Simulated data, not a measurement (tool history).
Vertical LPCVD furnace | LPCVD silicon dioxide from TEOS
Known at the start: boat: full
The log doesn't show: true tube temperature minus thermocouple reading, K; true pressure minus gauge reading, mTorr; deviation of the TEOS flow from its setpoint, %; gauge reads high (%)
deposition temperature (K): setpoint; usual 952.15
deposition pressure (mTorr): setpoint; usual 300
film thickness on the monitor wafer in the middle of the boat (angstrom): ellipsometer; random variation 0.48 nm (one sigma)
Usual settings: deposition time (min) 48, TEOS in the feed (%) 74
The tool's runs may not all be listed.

run	hour	deposition temperature (K)	deposition pressure (mTorr)	deposition time (min)	TEOS in the feed (%)	wafers since the last listed run	hours since the last temperature calibration	hours since the pressure gauge was zeroed	hours since the TEOS flow controller was replaced	hours since the gauge calibration	read-back reference wafer on the same gauge, thickness	film thickness on the monitor wafer in the middle of the boat (angstrom)
1	0	952.15	300	48	74	0	3285.1	3682.9	4777	508.5	218.04	2286
2	60.9	952.15	300	48	74	735	3346	3743.8	4837.9	569.4	217.86	2287.5
3	102.4	952.15	300	48	74	501	3387.5	3785.3	4879.4	610.9	217.88	2282.1
4	139.9	952.15	300	48	74	453	3425	3822.8	4916.9	648.4	217.97	2280.4
5	168.2	952.15	300	48	74	341	3453.3	3851.1	4945.2	676.7	218	2290.8
6	204.3	952.15	335	48	66	436	3489.4	3887.2	4981.3	712.8	218.06	2286.3
7	229.7	952.15	335	48	66	306	3514.8	3912.6	5006.7	738.2	217.89	2279.8
8	295.5	952.15	335	48	66	795	3580.6	3978.4	5072.5	804	218.04	2277.8
9	322.8	952.15	300	36	74	329	3607.9	4005.7	5099.8	831.3	218.05	1720
10	394.6	952.15	300	36	74	867	3679.7	4077.5	5171.6	903.1	217.95	1719.6
11	432.6	952.15	300	36	74	459	3717.7	4115.5	5209.6	941.1	217.89	1712.1
12	502.2	952.15	320	48	74	840	3787.3	4185.1	5279.2	1010.7	217.91	2364.9
13	567.9	952.15	320	48	74	793	3853	4250.8	5344.9	1076.4	218.12	2360.8
# hour 620.3: thermocouples replaced and temperature profile calibrated
14	621.7	952.15	320	48	74	360	1.4	4304.6	5398.7	1130.2	218.13	2388.1
15	785.5	952.15	300	48	74	1979	165.2	4468.4	5562.5	1294	217.96	2324.8
16	852	952.15	300	48	74	803	231.7	4534.9	5629	1360.5	217.85	2322.4
17	886.5	960.15	250	55.5	78	416	266.2	4569.4	5663.5	1395	218	3066
# hour 938.9: thermocouples replaced and temperature profile calibrated, repeated, since the last time left the tool worse
# hour 948.8: pressure gauge zeroed
18	949.1	952.15	300	48	79	347	10.2	0.3	5726.1	1457.6	218	2316.3
19	1012	957.15	300	48	86	759	73.1	63.2	5789	1520.5	218.16	2729
# hour 1051.6: gauge calibrated
20	1059.4	952.15	300	48	74	572	120.5	110.6	5836.4	7.8	217.87	2254.1
21	1095.4	952.15	330	57	74	434	156.5	146.6	5872.4	43.8	217.87	2793.4
22	1150.4	944.15	300	64	74	664	211.5	201.6	5927.4	98.8	217.9	2471.4
23	1195.6	952.15	300	48	74	546	256.7	246.8	5972.6	144	218.24	2256.3
24	1275.2	963.15	280	41	79	961	336.3	326.4	6052.2	223.6	217.98	2503.6
25	1342.5	952.15	320	48	74	813	403.6	393.7	6119.5	290.9	217.92	2337.5
# hour 1394.5: TEOS flow controller replaced
26	1398.5	947.15	260	41.5	69	386	459.6	449.7	4	346.9	218.07	1558.6
27	1428.9	952.15	300	48	74	367	490	480.1	34.4	377.3	218.07	2262.4
28	1567.3	952.15	325	35.5	74	1672	628.4	618.5	172.8	515.7	217.99	1745.3
29	1609.4	952.15	300	48	74	508	670.5	660.6	214.9	557.8	218.29	2265.5
30	1657.8	952.15	325	48	74	584	718.9	709	263.3	606.2	218.2	2360
31	1716	952.15	265	39.5	74	703	777.1	767.2	321.5	664.4	217.95	1753.3
32	1774.6	963.15	280	41	79	708	835.7	825.8	380.1	723	218.01	2511

3 ways to go on from here, each from the tool as it stands after run 32. What would each give?
A	1779.1	941.15	300	48	74	54	840.2	830.3	384.6	727.5	?	?
B	1779.1	941.15	245	53.5	74	54	840.2	830.3	384.6	727.5	?	?
C	1779.1	964.15	300	29	78	54	840.2	830.3	384.6	727.5	?	?

run	read-back reference wafer on the same gauge, thickness	film thickness on the monitor wafer in the middle of the boat (angstrom)
A	217.94	1732.9
B	217.94	1745.5
C	217.94	1877.9
Without the tool's hidden state the same runs would have given:
run	film thickness on the monitor wafer in the middle of the boat (angstrom)
A	1709.7
B	1722.1
C	1853.9
